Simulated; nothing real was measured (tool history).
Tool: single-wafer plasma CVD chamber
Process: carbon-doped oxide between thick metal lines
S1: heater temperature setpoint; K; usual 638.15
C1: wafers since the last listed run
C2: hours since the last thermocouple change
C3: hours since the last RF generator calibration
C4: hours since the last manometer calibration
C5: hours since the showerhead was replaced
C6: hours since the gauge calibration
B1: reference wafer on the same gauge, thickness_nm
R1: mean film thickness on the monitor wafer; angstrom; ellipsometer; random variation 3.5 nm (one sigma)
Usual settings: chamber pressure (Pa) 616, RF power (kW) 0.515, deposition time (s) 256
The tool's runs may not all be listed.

run 1 hour=0 | S1=638.15 chamber_pressure_(Pa)=616 RF_power_(kW)=0.515 deposition_time_(s)=282 | C1=0 C2=1328.4 C3=1488.4 C4=138.9 C5=33 C6=192.8 | B1=1260.229 | R1=12010.46
run 2 hour=9.7 | S1=638.15 chamber_pressure_(Pa)=616 RF_power_(kW)=0.515 deposition_time_(s)=256 | C1=87 C2=1338.1 C3=1498.1 C4=148.6 C5=42.7 C6=202.5 | B1=1259.406 | R1=10957.11
run 3 hour=20.9 | S1=638.15 chamber_pressure_(Pa)=616 RF_power_(kW)=0.515 deposition_time_(s)=256 | C1=100 C2=1349.3 C3=1509.3 C4=159.8 C5=53.9 C6=213.7 | B1=1260.076 | R1=10942.77
run 4 hour=30 | S1=638.15 chamber_pressure_(Pa)=616 RF_power_(kW)=0.515 deposition_time_(s)=256 | C1=81 C2=1358.4 C3=1518.4 C4=168.9 C5=63 C6=222.8 | B1=1259.817 | R1=10962.3
run 5 hour=45.7 | S1=638.15 chamber_pressure_(Pa)=616 RF_power_(kW)=0.515 deposition_time_(s)=256 | C1=140 C2=1374.1 C3=1534.1 C4=184.6 C5=78.7 C6=238.5 | B1=1260.225 | R1=10991.68
run 6 hour=60 | S1=629.15 chamber_pressure_(Pa)=505 RF_power_(kW)=0.455 deposition_time_(s)=256 | C1=128 C2=1388.4 C3=1548.4 C4=198.9 C5=93 C6=252.8 | B1=1258.906 | R1=9666.59
run 7 hour=71.1 | S1=628.15 chamber_pressure_(Pa)=552 RF_power_(kW)=0.515 deposition_time_(s)=236 | C1=99 C2=1399.5 C3=1559.5 C4=210 C5=104.1 C6=263.9 | B1=1260.462 | R1=10004.5
-- hour=95.2 RF generator calibrated
run 8 hour=95.7 | S1=651.15 chamber_pressure_(Pa)=524 RF_power_(kW)=0.515 deposition_time_(s)=225 | C1=148 C2=1424.1 C3=0.5 C4=234.6 C5=128.7 C6=288.5 | B1=1262.102 | R1=9364.79
run 9 hour=102.9 | S1=638.15 chamber_pressure_(Pa)=568 RF_power_(kW)=0.515 deposition_time_(s)=256 | C1=64 C2=1431.3 C3=7.7 C4=241.8 C5=135.9 C6=295.7 | B1=1258.187 | R1=11127.39
run 10 hour=120.2 | S1=638.15 chamber_pressure_(Pa)=616 RF_power_(kW)=0.515 deposition_time_(s)=256 | C1=155 C2=1448.6 C3=25 C4=259.1 C5=153.2 C6=313 | B1=1260.537 | R1=11387.8
run 11 hour=138.2 | S1=638.15 chamber_pressure_(Pa)=711 RF_power_(kW)=0.455 deposition_time_(s)=230 | C1=161 C2=1466.6 C3=43 C4=277.1 C5=171.2 C6=331 | B1=1259.125 | R1=9741.75
-- hour=138.8 gauge calibrated
run 12 hour=148.2 | S1=642.15 chamber_pressure_(Pa)=739 RF_power_(kW)=0.455 deposition_time_(s)=302 | C1=89 C2=1476.6 C3=53 C4=287.1 C5=181.2 C6=9.4 | B1=1259.96 | R1=12804.47
run 13 hour=157.9 | S1=634.15 chamber_pressure_(Pa)=616 RF_power_(kW)=0.585 deposition_time_(s)=274 | C1=87 C2=1486.3 C3=62.7 C4=296.8 C5=190.9 C6=19.1 | B1=1260.248 | R1=13375.32
-- hour=173.9 thermocouple changed; heater temperature recalibrated
run 14 hour=174.4 | S1=638.15 chamber_pressure_(Pa)=469 RF_power_(kW)=0.515 deposition_time_(s)=219 | C1=76 C2=0.5 C3=79.2 C4=313.3 C5=207.4 C6=35.6 | B1=1261.424 | R1=9150.16
run 15 hour=176.9 | S1=625.15 chamber_pressure_(Pa)=725 RF_power_(kW)=0.55 deposition_time_(s)=256 | C1=22 C2=3 C3=81.7 C4=315.8 C5=209.9 C6=38.1 | B1=1260.623 | R1=12763.19
run 16 hour=184.7 | S1=638.15 chamber_pressure_(Pa)=616 RF_power_(kW)=0.42 deposition_time_(s)=256 | C1=69 C2=10.8 C3=89.5 C4=323.6 C5=217.7 C6=45.9 | B1=1261.049 | R1=9842.73
run 17 hour=199.8 | S1=638.15 chamber_pressure_(Pa)=469 RF_power_(kW)=0.415 deposition_time_(s)=234 | C1=135 C2=25.9 C3=104.6 C4=338.7 C5=232.8 C6=61 | B1=1259.841 | R1=8315.32
run 18 hour=211 | S1=644.15 chamber_pressure_(Pa)=616 RF_power_(kW)=0.515 deposition_time_(s)=256 | C1=100 C2=37.1 C3=115.8 C4=349.9 C5=244 C6=72.2 | B1=1260.503 | R1=11255.93
run 19 hour=227.8 | S1=631.15 chamber_pressure_(Pa)=541 RF_power_(kW)=0.515 deposition_time_(s)=242 | C1=150 C2=53.9 C3=132.6 C4=366.7 C5=260.8 C6=89 | B1=1260.894 | R1=10587.62
run 20 hour=235.3 | S1=638.15 chamber_pressure_(Pa)=556 RF_power_(kW)=0.515 deposition_time_(s)=256 | C1=67 C2=61.4 C3=140.1 C4=374.2 C5=268.3 C6=96.5 | B1=1262.059 | R1=11064.97
run 21 hour=247 | S1=638.15 chamber_pressure_(Pa)=616 RF_power_(kW)=0.515 deposition_time_(s)=275 | C1=104 C2=73.1 C3=151.8 C4=385.9 C5=280 C6=108.2 | B1=1258.014 | R1=12263.53
run 22 hour=256.5 | S1=638.15 chamber_pressure_(Pa)=616 RF_power_(kW)=0.515 deposition_time_(s)=293 | C1=85 C2=82.6 C3=161.3 C4=395.4 C5=289.5 C6=117.7 | B1=1260.327 | R1=13019.93
run 23 hour=274.2 | S1=638.15 chamber_pressure_(Pa)=616 RF_power_(kW)=0.515 deposition_time_(s)=256 | C1=158 C2=100.3 C3=179 C4=413.1 C5=307.2 C6=135.4 | B1=1260.73 | R1=11358.22
run 24 hour=290.7 | S1=626.15 chamber_pressure_(Pa)=699 RF_power_(kW)=0.475 deposition_time_(s)=297 | C1=148 C2=116.8 C3=195.5 C4=429.6 C5=323.7 C6=151.9 | B1=1258.565 | R1=13184.96
run 25 hour=304.2 | S1=633.15 chamber_pressure_(Pa)=616 RF_power_(kW)=0.545 deposition_time_(s)=256 | C1=121 C2=130.3 C3=209 C4=443.1 C5=337.2 C6=165.4 | B1=1260.41 | R1=11958.1
run 26 hour=313.3 | S1=638.15 chamber_pressure_(Pa)=545 RF_power_(kW)=0.555 deposition_time_(s)=209 | C1=81 C2=139.4 C3=218.1 C4=452.2 C5=346.3 C6=174.5 | B1=1259.193 | R1=9481.1
run 27 hour=319.9 | S1=646.15 chamber_pressure_(Pa)=616 RF_power_(kW)=0.515 deposition_time_(s)=216 | C1=59 C2=146 C3=224.7 C4=458.8 C5=352.9 C6=181.1 | B1=1259.591 | R1=9469.43

Measured less the same run without the tool's hidden state. The same run-to-run variation is in both; the gauge's scatter may not be:
The hidden state here: wafer temperature above the value expected at the setpoint (K); delivered RF power above the setpoint (%); true pressure above the setpoint (%); gauge reads high (%).
run=1 R1=-505.74
run=2 R1=-467.21
run=3 R1=-473.37
run=4 R1=-479.77
run=5 R1=-490.77
run=6 R1=-516.59
run=7 R1=-461.22
run=8 R1=-24.97
run=9 R1=-29.69
run=10 R1=-30.49
run=11 R1=-31.17
run=12 R1=-41.21
run=13 R1=-35.4
run=14 R1=-25.34
run=15 R1=-34.33
run=16 R1=-32.67
run=17 R1=-28.07
run=18 R1=-32.48
run=19 R1=-31.26
run=20 R1=-33.05
run=21 R1=-37.3
run=22 R1=-40.23
run=23 R1=-36.21
run=24 R1=-44.31
run=25 R1=-40.38
run=26 R1=-31.6
run=27 R1=-33.03
